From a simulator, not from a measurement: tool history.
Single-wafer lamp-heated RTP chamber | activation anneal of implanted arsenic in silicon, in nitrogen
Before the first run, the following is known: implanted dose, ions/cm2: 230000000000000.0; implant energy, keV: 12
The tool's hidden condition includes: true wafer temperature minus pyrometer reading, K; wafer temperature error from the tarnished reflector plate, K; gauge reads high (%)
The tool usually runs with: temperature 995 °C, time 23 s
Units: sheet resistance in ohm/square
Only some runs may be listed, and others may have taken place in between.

run	hour	temperature	time	wafers since the last listed run	wafers since the last pyrometer calibration	wafers since the reflector plate was cleaned	hours since the gauge calibration	read-back reference wafer on the same gauge, sheet resistance	sheet resistance
1	0.0	995	23	0	266	12173	103.6	409.97	397.43
# hour 1.2: gauge calibrated
2	15.9	995	23	252	518	12426	14.7	409.90	398.34
3	26.1	995	23	162	680	12588	24.9	409.92	397.76
4	37.9	995	23	187	868	12775	36.7	410.06	395.95
5	51.7	995	23	219	1087	12995	50.5	409.95	396.28
6	67.0	995	23	243	1330	13238	65.8	410.07	394.81
7	85.0	979	23	285	1616	13524	83.8	409.93	397.43
8	98.4	979	36	212	1829	13737	97.2	409.97	394.66
# hour 109.3: reflector plate cleaned
# hour 110.4: pyrometer window cleaned and pyrometer calibrated
9	111.0	985	30	56	9	9	109.8	410.04	397.50
# hour 116.1: gauge calibrated
10	126.7	995	23	249	259	259	10.6	409.93	396.07

What will run 11 give?
11	139.4	1010	30	201	461	461	23.3	?	?

{"run 11": {"read-back reference wafer on the same gauge, sheet resistance": 410.15, "sheet resistance": 392.18}}
Had the tool carried no hidden state, the very same run would have given sheet resistance 393.03 ohm/square.
